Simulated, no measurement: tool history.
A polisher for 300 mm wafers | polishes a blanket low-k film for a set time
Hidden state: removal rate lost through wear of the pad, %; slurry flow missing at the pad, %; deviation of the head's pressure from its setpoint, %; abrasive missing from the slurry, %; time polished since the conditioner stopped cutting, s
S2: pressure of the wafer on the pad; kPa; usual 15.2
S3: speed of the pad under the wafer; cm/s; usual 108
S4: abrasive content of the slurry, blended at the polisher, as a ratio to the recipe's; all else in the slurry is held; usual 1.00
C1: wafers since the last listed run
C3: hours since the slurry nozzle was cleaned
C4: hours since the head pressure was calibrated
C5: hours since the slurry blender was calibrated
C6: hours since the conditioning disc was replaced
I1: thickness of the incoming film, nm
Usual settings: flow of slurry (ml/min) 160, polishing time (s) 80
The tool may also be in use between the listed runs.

run 1 hour=0.0 | flow_of_slurry_(ml/min)=160 S2=15.2 S3=108 S4=1.20 polishing_time_(s)=80 | C1=0 wafers_polished_on_this_pad=2205 C3=520.4 C4=0.5 C5=106.7 C6=85.3 | I1=758.5 | film_removed_(nm)=48.2
-- hour=5.0 slurry nozzle cleaned
run 2 hour=36.4 | flow_of_slurry_(ml/min)=160 S2=15.2 S3=108 S4=1.00 polishing_time_(s)=80 | C1=398 wafers_polished_on_this_pad=2603 C3=31.4 C4=36.9 C5=143.1 C6=121.7 | I1=736.2 | film_removed_(nm)=44.9
run 3 hour=77.4 | flow_of_slurry_(ml/min)=195 S2=17.2 S3=108 S4=0.90 polishing_time_(s)=80 | C1=461 wafers_polished_on_this_pad=3064 C3=72.4 C4=77.9 C5=184.1 C6=162.7 | I1=758.1 | film_removed_(nm)=49.1
run 4 hour=120.8 | flow_of_slurry_(ml/min)=160 S2=15.2 S3=108 S4=0.90 polishing_time_(s)=80 | C1=488 wafers_polished_on_this_pad=3552 C3=115.8 C4=121.3 C5=227.5 C6=206.1 | I1=760.7 | film_removed_(nm)=45.0
run 5 hour=192.0 | flow_of_slurry_(ml/min)=160 S2=12.4 S3=80 S4=1.20 polishing_time_(s)=80 | C1=800 wafers_polished_on_this_pad=4353 C3=187.0 C4=192.5 C5=298.7 C6=277.3 | I1=759.0 | film_removed_(nm)=36.9
-- hour=224.4 worn pad replaced by a new one
run 6 hour=228.6 | flow_of_slurry_(ml/min)=160 S2=12.4 S3=108 S4=1.15 polishing_time_(s)=80 | C1=366 wafers_polished_on_this_pad=47 C3=223.6 C4=229.1 C5=335.3 C6=313.9 | I1=743.7 | film_removed_(nm)=42.6
run 7 hour=293.8 | flow_of_slurry_(ml/min)=160 S2=15.2 S3=108 S4=1.00 polishing_time_(s)=80 | C1=733 wafers_polished_on_this_pad=780 C3=288.8 C4=294.3 C5=400.5 C6=379.1 | I1=749.1 | film_removed_(nm)=47.0
run 8 hour=348.3 | flow_of_slurry_(ml/min)=160 S2=15.2 S3=108 S4=1.00 polishing_time_(s)=61 | C1=612 wafers_polished_on_this_pad=1393 C3=343.3 C4=348.8 C5=455.0 C6=433.6 | I1=766.0 | film_removed_(nm)=35.8
-- hour=355.8 slurry blender recalibrated
run 9 hour=379.9 | flow_of_slurry_(ml/min)=140 S2=15.2 S3=108 S4=1.00 polishing_time_(s)=80 | C1=332 wafers_polished_on_this_pad=1726 C3=374.9 C4=380.4 C5=24.1 C6=465.2 | I1=748.5 | film_removed_(nm)=46.2
run 10 hour=427.4 | flow_of_slurry_(ml/min)=210 S2=15.2 S3=108 S4=1.20 polishing_time_(s)=97 | C1=534 wafers_polished_on_this_pad=2260 C3=422.4 C4=427.9 C5=71.6 C6=512.7 | I1=748.2 | film_removed_(nm)=62.4
-- hour=433.3 conditioning disc replaced and pad reconditioned
run 11 hour=466.1 | flow_of_slurry_(ml/min)=190 S2=13.1 S3=108 S4=1.10 polishing_time_(s)=54 | C1=412 wafers_polished_on_this_pad=2673 C3=461.1 C4=466.6 C5=110.3 C6=32.8 | I1=756.0 | film_removed_(nm)=30.3
run 12 hour=493.5 | flow_of_slurry_(ml/min)=160 S2=15.2 S3=108 S4=1.00 polishing_time_(s)=80 | C1=308 wafers_polished_on_this_pad=2981 C3=488.5 C4=494.0 C5=137.7 C6=60.2 | I1=755.0 | film_removed_(nm)=47.6
-- hour=506.2 slurry nozzle cleaned
run 13 hour=521.5 | flow_of_slurry_(ml/min)=105 S2=15.2 S3=132 S4=0.75 polishing_time_(s)=80 | C1=303 wafers_polished_on_this_pad=3285 C3=15.3 C4=522.0 C5=165.7 C6=88.2 | I1=763.2 | film_removed_(nm)=44.6
run 14 hour=564.1 | flow_of_slurry_(ml/min)=160 S2=15.2 S3=94 S4=1.00 polishing_time_(s)=80 | C1=479 wafers_polished_on_this_pad=3764 C3=57.9 C4=564.6 C5=208.3 C6=130.8 | I1=747.3 | film_removed_(nm)=43.8
run 15 hour=602.0 | flow_of_slurry_(ml/min)=210 S2=15.2 S3=108 S4=1.20 polishing_time_(s)=97 | C1=426 wafers_polished_on_this_pad=4190 C3=95.8 C4=602.5 C5=246.2 C6=168.7 | I1=738.3 | film_removed_(nm)=63.0
run 16 hour=640.3 | flow_of_slurry_(ml/min)=145 S2=15.2 S3=98 S4=1.00 polishing_time_(s)=99 | C1=430 wafers_polished_on_this_pad=4621 C3=134.1 C4=640.8 C5=284.5 C6=207.0 | I1=759.9 | film_removed_(nm)=54.4
-- hour=659.0 worn pad replaced by a new one
run 17 hour=692.2 | flow_of_slurry_(ml/min)=160 S2=15.2 S3=108 S4=1.00 polishing_time_(s)=80 | C1=538 wafers_polished_on_this_pad=373 C3=186.0 C4=692.7 C5=336.4 C6=258.9 | I1=761.4 | film_removed_(nm)=46.5
run 18 hour=725.8 | flow_of_slurry_(ml/min)=200 S2=11.0 S3=86 S4=1.00 polishing_time_(s)=68 | C1=377 wafers_polished_on_this_pad=751 C3=219.6 C4=726.3 C5=370.0 C6=292.5 | I1=741.6 | film_removed_(nm)=30.2
run 19 hour=765.3 | flow_of_slurry_(ml/min)=160 S2=15.2 S3=108 S4=1.00 polishing_time_(s)=80 | C1=444 wafers_polished_on_this_pad=1195 C3=259.1 C4=765.8 C5=409.5 C6=332.0 | I1=748.3 | film_removed_(nm)=47.0
-- hour=800.7 slurry blender recalibrated
run 20 hour=811.3 | flow_of_slurry_(ml/min)=160 S2=15.2 S3=108 S4=1.00 polishing_time_(s)=80 | C1=494 wafers_polished_on_this_pad=1690 C3=305.1 C4=811.8 C5=10.6 C6=378.0 | I1=756.8 | film_removed_(nm)=47.4
run 21 hour=859.4 | flow_of_slurry_(ml/min)=120 S2=15.2 S3=108 S4=1.00 polishing_time_(s)=91 | C1=540 wafers_polished_on_this_pad=2231 C3=353.2 C4=859.9 C5=58.7 C6=426.1 | I1=740.4 | film_removed_(nm)=51.5
-- hour=872.0 conditioning disc replaced and pad reconditioned
run 22 hour=910.2 | flow_of_slurry_(ml/min)=180 S2=15.2 S3=108 S4=0.80 polishing_time_(s)=80 | C1=548 wafers_polished_on_this_pad=2780 C3=404.0 C4=910.7 C5=109.5 C6=38.2 | I1=754.6 | film_removed_(nm)=45.1
-- hour=945.2 slurry nozzle cleaned
run 23 hour=955.8 | flow_of_slurry_(ml/min)=160 S2=15.2 S3=108 S4=1.00 polishing_time_(s)=80 | C1=501 wafers_polished_on_this_pad=3282 C3=10.6 C4=956.3 C5=155.1 C6=83.8 | I1=757.9 | film_removed_(nm)=47.7
-- hour=961.7 head pressure recalibrated
run 24 hour=986.8 | flow_of_slurry_(ml/min)=160 S2=20.7 S3=90 S4=0.85 polishing_time_(s)=101 | C1=326 wafers_polished_on_this_pad=3608 C3=41.6 C4=25.1 C5=186.1 C6=114.8 | I1=743.5 | film_removed_(nm)=60.9

Forecast each of these 5 alternatives for the next run:
run A hour=987.2 | flow_of_slurry_(ml/min)=160 S2=15.2 S3=108 S4=1.00 polishing_time_(s)=80 | C1=4 wafers_polished_on_this_pad=3612 C3=42.0 C4=25.5 C5=186.5 C6=115.2 | I1=761.4 | film_removed_(nm)=?
run B hour=987.2 | flow_of_slurry_(ml/min)=140 S2=15.2 S3=88 S4=1.00 polishing_time_(s)=80 | C1=4 wafers_polished_on_this_pad=3612 C3=42.0 C4=25.5 C5=186.5 C6=115.2 | I1=761.4 | film_removed_(nm)=?
run C hour=987.2 | flow_of_slurry_(ml/min)=160 S2=15.2 S3=74 S4=1.00 polishing_time_(s)=80 | C1=4 wafers_polished_on_this_pad=3612 C3=42.0 C4=25.5 C5=186.5 C6=115.2 | I1=761.4 | film_removed_(nm)=?
run D hour=987.2 | flow_of_slurry_(ml/min)=120 S2=13.8 S3=108 S4=1.15 polishing_time_(s)=80 | C1=4 wafers_polished_on_this_pad=3612 C3=42.0 C4=25.5 C5=186.5 C6=115.2 | I1=761.4 | film_removed_(nm)=?
run E hour=987.2 | flow_of_slurry_(ml/min)=160 S2=18.6 S3=122 S4=0.80 polishing_time_(s)=67 | C1=4 wafers_polished_on_this_pad=3612 C3=42.0 C4=25.5 C5=186.5 C6=115.2 | I1=761.4 | film_removed_(nm)=?

run=A film_removed_(nm)=44.3
run=B film_removed_(nm)=38.6
run=C film_removed_(nm)=36.1
run=D film_removed_(nm)=41.2
run=E film_removed_(nm)=42.6
Without the tool's hidden state the same runs would have given:
run=A film_removed_(nm)=44.0
run=B film_removed_(nm)=38.3
run=C film_removed_(nm)=35.8
run=D film_removed_(nm)=40.9
run=E film_removed_(nm)=42.3
